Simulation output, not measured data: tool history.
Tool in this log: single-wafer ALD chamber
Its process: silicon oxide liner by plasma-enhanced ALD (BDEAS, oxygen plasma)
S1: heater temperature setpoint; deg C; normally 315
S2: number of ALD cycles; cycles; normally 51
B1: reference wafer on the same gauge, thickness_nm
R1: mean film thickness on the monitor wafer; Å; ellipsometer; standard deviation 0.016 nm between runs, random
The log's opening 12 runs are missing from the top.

Run 13, hour 829: usual settings; B1 4.348. Result: R1 48.74 Å.
Run 14, hour 916.3: usual settings; B1 4.354. Result: R1 48.69 Å.
Run 15, hour 969.6: usual settings; B1 4.347. Result: R1 49.2 Å.
Run 16, hour 1028.4: usual settings; B1 4.356. Result: R1 48.77 Å.
Run 17, hour 1107: usual settings; B1 4.348. Result: R1 48.88 Å.
Run 18, hour 1147.5: usual settings but S1 321 deg C; B1 4.35. Result: R1 48.17 Å.
At hour 1207: thermocouple changed; heater temperature recalibrated.
Run 19, hour 1235.4: usual settings but S1 321 deg C; B1 4.349. Result: R1 48.19 Å.
Run 20, hour 1273.4: usual settings but S2 45 cycles; B1 4.346. Result: R1 42.87 Å.
Run 21, hour 1333.2: usual settings but S1 319 deg C; B1 4.352. Result: R1 48.65 Å.
Run 22, hour 1544.3: usual settings but S1 321 deg C; B1 4.351. Result: R1 48.39 Å.

Run 23 is up next; what results do you expect?
Run 23, hour 1638.4: usual settings but S1 327 deg C; B1 ?. Result: R1 ?.

{"run 23": {"B1": 4.345, "R1": 47.88}}
Minus the tool's unlogged condition, the same run would have read R1 47.88 Å.
